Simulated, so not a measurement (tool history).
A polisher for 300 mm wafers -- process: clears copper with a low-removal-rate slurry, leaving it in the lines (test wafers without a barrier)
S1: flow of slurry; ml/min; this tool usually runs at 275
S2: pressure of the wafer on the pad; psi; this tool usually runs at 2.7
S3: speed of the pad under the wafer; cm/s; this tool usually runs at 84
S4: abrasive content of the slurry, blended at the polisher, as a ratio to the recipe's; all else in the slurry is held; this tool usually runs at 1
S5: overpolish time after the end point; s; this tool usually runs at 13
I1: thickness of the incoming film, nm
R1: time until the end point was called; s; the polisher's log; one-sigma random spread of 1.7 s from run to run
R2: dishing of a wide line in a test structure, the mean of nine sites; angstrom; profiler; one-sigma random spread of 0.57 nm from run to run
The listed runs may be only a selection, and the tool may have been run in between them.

{"run": 1, "hour": 0.0, "S1": 275, "S2": 2.7, "S3": 84, "S4": 1, "S5": 13, "I1": 324.7, "R1": 142.9, "R2": 236}
{"hour": 83.4, "done": "slurry nozzle cleaned"}
{"hour": 86.5, "done": "slurry blender recalibrated"}
{"run": 2, "hour": 94.1, "S1": 275, "S2": 2.7, "S3": 84, "S4": 1, "S5": 13, "I1": 327.5, "R1": 148.1, "R2": 238}
{"hour": 140.3, "done": "worn pad replaced by a new one"}
{"run": 3, "hour": 192.3, "S1": 275, "S2": 2.7, "S3": 84, "S4": 1, "S5": 13, "I1": 327.2, "R1": 136.3, "R2": 239}
{"run": 4, "hour": 254.9, "S1": 275, "S2": 2.7, "S3": 84, "S4": 1, "S5": 13, "I1": 320.8, "R1": 134.9, "R2": 236}
{"hour": 307.7, "done": "head pressure recalibrated"}
{"run": 5, "hour": 322.4, "S1": 315, "S2": 2.7, "S3": 66, "S4": 1, "S5": 13, "I1": 331.3, "R1": 181, "R2": 194}
{"run": 6, "hour": 376.8, "S1": 315, "S2": 2.7, "S3": 66, "S4": 1, "S5": 13, "I1": 320.6, "R1": 176, "R2": 191}
{"run": 7, "hour": 415.4, "S1": 275, "S2": 2.7, "S3": 84, "S4": 1, "S5": 13, "I1": 327.1, "R1": 141.3, "R2": 235}
{"run": 8, "hour": 513.0, "S1": 275, "S2": 2.7, "S3": 84, "S4": 1, "S5": 13, "I1": 320.7, "R1": 139.2, "R2": 233}
{"hour": 543.3, "done": "worn pad replaced by a new one"}
{"run": 9, "hour": 573.4, "S1": 275, "S2": 2.7, "S3": 84, "S4": 1, "S5": 13, "I1": 322.3, "R1": 137.8, "R2": 246}
{"hour": 603.1, "done": "slurry blender recalibrated"}
{"hour": 646.5, "done": "slurry nozzle cleaned"}
{"run": 10, "hour": 651.4, "S1": 275, "S2": 2.7, "S3": 62, "S4": 1, "S5": 18, "I1": 325.6, "R1": 189.4, "R2": 236}
{"hour": 939.9, "done": "worn pad replaced by a new one"}
{"run": 11, "hour": 974.1, "S1": 275, "S2": 2.7, "S3": 62, "S4": 1, "S5": 18, "I1": 325.1, "R1": 185.8, "R2": 243}
{"run": 12, "hour": 1011.0, "S1": 275, "S2": 2.7, "S3": 62, "S4": 1, "S5": 18, "I1": 322, "R1": 187.1, "R2": 245}
{"hour": 1054.5, "done": "slurry blender recalibrated"}
{"run": 13, "hour": 1094.0, "S1": 275, "S2": 2.7, "S3": 84, "S4": 1, "S5": 13, "I1": 320.4, "R1": 136.2, "R2": 241}
{"run": 14, "hour": 1197.5, "S1": 275, "S2": 2.7, "S3": 84, "S4": 1, "S5": 13, "I1": 324.6, "R1": 140.5, "R2": 241}
{"hour": 1218.2, "done": "slurry nozzle cleaned"}
{"run": 15, "hour": 1358.3, "S1": 275, "S2": 1.9, "S3": 76, "S4": 1, "S5": 8, "I1": 319.6, "R1": 194.3, "R2": 112}
{"hour": 1403.7, "done": "worn pad replaced by a new one"}
{"run": 16, "hour": 1437.5, "S1": 275, "S2": 2.7, "S3": 84, "S4": 1.2, "S5": 9, "I1": 319.6, "R1": 135.1, "R2": 171}
{"hour": 1506.3, "done": "slurry blender recalibrated"}
{"run": 17, "hour": 1533.7, "S1": 275, "S2": 2.7, "S3": 84, "S4": 1, "S5": 13, "I1": 330, "R1": 143.7, "R2": 248}
{"run": 18, "hour": 1571.8, "S1": 275, "S2": 2.7, "S3": 84, "S4": 1, "S5": 13, "I1": 320.5, "R1": 141.1, "R2": 246}
{"run": 19, "hour": 1649.7, "S1": 220, "S2": 2.7, "S3": 84, "S4": 1, "S5": 11, "I1": 323.6, "R1": 144, "R2": 198}
{"hour": 1656.6, "done": "head pressure recalibrated"}
{"hour": 1684.0, "done": "slurry nozzle cleaned"}
{"run": 20, "hour": 1740.8, "S1": 275, "S2": 2.7, "S3": 84, "S4": 1.15, "S5": 19, "I1": 327, "R1": 142.2, "R2": 339}
{"run": 21, "hour": 1786.5, "S1": 320, "S2": 2.7, "S3": 110, "S4": 1.2, "S5": 18, "I1": 326.4, "R1": 108.1, "R2": 408}
{"hour": 1794.3, "done": "worn pad replaced by a new one"}
{"run": 22, "hour": 1854.3, "S1": 335, "S2": 3.1, "S3": 108, "S4": 1, "S5": 8, "I1": 327.4, "R1": 98.5, "R2": 207}
{"hour": 1931.6, "done": "slurry blender recalibrated"}
{"run": 23, "hour": 1935.6, "S1": 350, "S2": 2.7, "S3": 92, "S4": 1, "S5": 13, "I1": 322.4, "R1": 121.8, "R2": 261}
{"run": 24, "hour": 1991.3, "S1": 275, "S2": 2.7, "S3": 84, "S4": 1, "S5": 13, "I1": 320.2, "R1": 134.7, "R2": 235}
{"hour": 2201.5, "done": "worn pad replaced by a new one"}
{"run": 25, "hour": 2232.0, "S1": 275, "S2": 2.7, "S3": 84, "S4": 0.85, "S5": 17, "I1": 319.3, "R1": 138.3, "R2": 295}
{"hour": 2243.1, "done": "slurry nozzle cleaned"}
{"run": 26, "hour": 2296.8, "S1": 275, "S2": 2.7, "S3": 84, "S4": 1, "S5": 13, "I1": 323.1, "R1": 135, "R2": 229}

Below are 3 alternative next runs, each starting from the tool's condition after run 26. Predict each:
{"run": "A", "hour": 2297.3, "S1": 250, "S2": 2.7, "S3": 84, "S4": 1, "S5": 13, "I1": 325.2, "R1": "?", "R2": "?"}
{"run": "B", "hour": 2297.3, "S1": 275, "S2": 2.7, "S3": 84, "S4": 1.25, "S5": 9, "I1": 325.2, "R1": "?", "R2": "?"}
{"run": "C", "hour": 2297.3, "S1": 225, "S2": 2.7, "S3": 84, "S4": 1, "S5": 13, "I1": 325.2, "R1": "?", "R2": "?"}

run=A R1=136 R2=242
run=B R1=130.2 R2=179
run=C R1=136.9 R2=240
What these runs would have given with no unlogged condition in the tool:
run=A R1=135.3 R2=243
run=B R1=129.5 R2=180
run=C R1=136.1 R2=242
